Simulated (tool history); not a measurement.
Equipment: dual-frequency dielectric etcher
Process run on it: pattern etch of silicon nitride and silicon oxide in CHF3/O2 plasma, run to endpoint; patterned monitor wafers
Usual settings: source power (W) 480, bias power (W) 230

| run | hour | source power (W) | bias power (W) | incoming incoming film thickness, nm | endpoint time (s) |
|---|---|---|---|---|---|
| 1 | 0.0 | 480 | 272 | 267.3 | 176.8 |
| 2 | 18.2 | 510 | 199 | 266.7 | 192.4 |
| 3 | 50.7 | 510 | 199 | 268.3 | 194.2 |
| 4 | 80.9 | 480 | 230 | 265.5 | 188.8 |
| 5 | 101.7 | 480 | 230 | 265.3 | 187.7 |
| 6 | 124.2 | 480 | 230 | 265.5 | 189.0 |
|  | 190.9 | source power generator calibrated |
| 7 | 194.0 | 480 | 230 | 269.1 | 193.7 |
|  | 226.7 | wet clean of the chamber |
| 8 | 227.2 | 510 | 230 | 269.7 | 178.4 |
| 9 | 250.7 | 510 | 230 | 269.1 | 178.0 |
| 10 | 283.7 | 510 | 230 | 269.9 | 180.3 |
| 11 | 314.0 | 480 | 230 | 265.8 | 181.0 |
|  | 361.7 | upper electrode replaced |
| 12 | 362.2 | 480 | 230 | 264.9 | 182.7 |
| 13 | 369.8 | 410 | 230 | 268.8 | 199.2 |
| 14 | 394.3 | 410 | 230 | 268.4 | 196.6 |
| 15 | 414.1 | 480 | 230 | 266.4 | 184.6 |
| 16 | 443.7 | 480 | 202 | 269.0 | 195.0 |
| 17 | 468.7 | 580 | 201 | 268.3 | 182.2 |
| 18 | 483.7 | 580 | 230 | 264.1 | 170.0 |
| 19 | 500.2 | 380 | 199 | 266.4 | 216.7 |
| 20 | 520.0 | 400 | 207 | 267.4 | 209.0 |
|  | 534.6 | bias power generator calibrated |
| 21 | 535.1 | 480 | 230 | 269.6 | 190.8 |
| 22 | 548.8 | 440 | 230 | 264.7 | 193.7 |
| 23 | 572.6 | 370 | 281 | 268.6 | 198.8 |
| 24 | 602.4 | 480 | 230 | 266.5 | 191.9 |
| 25 | 632.0 | 480 | 214 | 267.7 | 194.2 |
|  | 662.6 | wet clean of the chamber |
| 26 | 663.1 | 480 | 230 | 267.5 | 183.3 |
| 27 | 695.9 | 530 | 177 | 264.6 | 189.5 |
| 28 | 715.0 | 530 | 278 | 269.0 | 165.9 |
| 29 | 737.6 | 580 | 187 | 267.1 | 182.5 |
| 30 | 757.5 | 590 | 230 | 266.8 | 169.8 |
| 31 | 783.3 | 480 | 260 | 266.4 | 177.1 |
| 32 | 806.7 | 480 | 230 | 269.4 | 186.0 |
| 33 | 836.4 | 550 | 230 | 266.9 | 175.2 |
| 34 | 857.6 | 390 | 271 | 268.6 | 193.7 |
| 35 | 870.1 | 480 | 195 | 267.4 | 197.2 |
| 36 | 892.4 | 520 | 282 | 267.2 | 171.1 |

A few steps of endpoint time (s) between consecutive runs. Split each: what settings, incoming material and random variation would produce without the hidden state, and what is left over for the hidden state, along with gauge scatter present in only one of the two compared results (measured, and without hidden state):
The hidden state here: etch rate over this chamber's usual, %; source power that arrives over what is set, %; bias power that arrives over what is set, %.
Run 6 -> 7: source power generator calibrated. endpoint time (s) +4.7: hidden state +2.0, all else +2.7.
Run 7 -> 8: source power (W) 480 -> 510, wet clean of the chamber. endpoint time (s) -15.3: hidden state -11.3, all else -4.0.
Run 18 -> 19: source power (W) 580 -> 380, bias power (W) 230 -> 199. endpoint time (s) +46.7: hidden state +1.7, all else +45.0.
Run 25 -> 26: bias power (W) 214 -> 230, wet clean of the chamber. endpoint time (s) -10.9: hidden state -8.5, all else -2.4.
Run 27 -> 28: bias power (W) 177 -> 278. endpoint time (s) -23.6: hidden state +0.2, all else -23.8.
Run 35 -> 36: source power (W) 480 -> 520, bias power (W) 195 -> 282. endpoint time (s) -26.1: hidden state -0.2, all else -25.9.
